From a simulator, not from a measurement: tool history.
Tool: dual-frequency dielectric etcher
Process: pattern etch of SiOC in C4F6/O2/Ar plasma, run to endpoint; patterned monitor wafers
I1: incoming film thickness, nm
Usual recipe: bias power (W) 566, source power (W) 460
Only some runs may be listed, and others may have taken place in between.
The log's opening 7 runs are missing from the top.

Run 8, hour 159.7: usual settings; I1 48.21. Result: endpoint time (s) 12.6.
Run 9, hour 175.9: usual settings; I1 47.90. Result: endpoint time (s) 12.7.
At hour 189.1: source power generator calibrated.
Run 10, hour 189.6: usual settings; I1 47.64. Result: endpoint time (s) 12.7.
At hour 223.6: upper electrode replaced.
Run 11, hour 224.1: usual settings but bias power (W) 473; I1 47.73. Result: endpoint time (s) 13.9.
Run 12, hour 224.4: usual settings but source power (W) 540; I1 47.43. Result: endpoint time (s) 12.2.
Run 13, hour 254.9: usual settings but source power (W) 540; I1 47.89. Result: endpoint time (s) 12.1.
Run 14, hour 278.1: usual settings but source power (W) 540; I1 47.99. Result: endpoint time (s) 12.4.
Run 15, hour 307.2: usual settings; I1 48.09. Result: endpoint time (s) 13.1.
Run 16, hour 329.9: usual settings but bias power (W) 519; I1 48.02. Result: endpoint time (s) 13.5.
Run 17, hour 351.3: usual settings but bias power (W) 643, source power (W) 560; I1 47.98. Result: endpoint time (s) 11.5.
At hour 368.9: bias power generator calibrated.
Run 18, hour 375.2: usual settings but bias power (W) 494, source power (W) 420; I1 47.96. Result: endpoint time (s) 14.1.

Predict the results of run 19:
Run 19, hour 393.8: usual settings but bias power (W) 524, source power (W) 340; I1 47.58. Result: endpoint time (s) ?.

For run 19 the tool returned endpoint time (s) 14.7.
Take away the tool's hidden state, keep the run-to-run variation as it was, and the same run would have given endpoint time (s) 14.1.
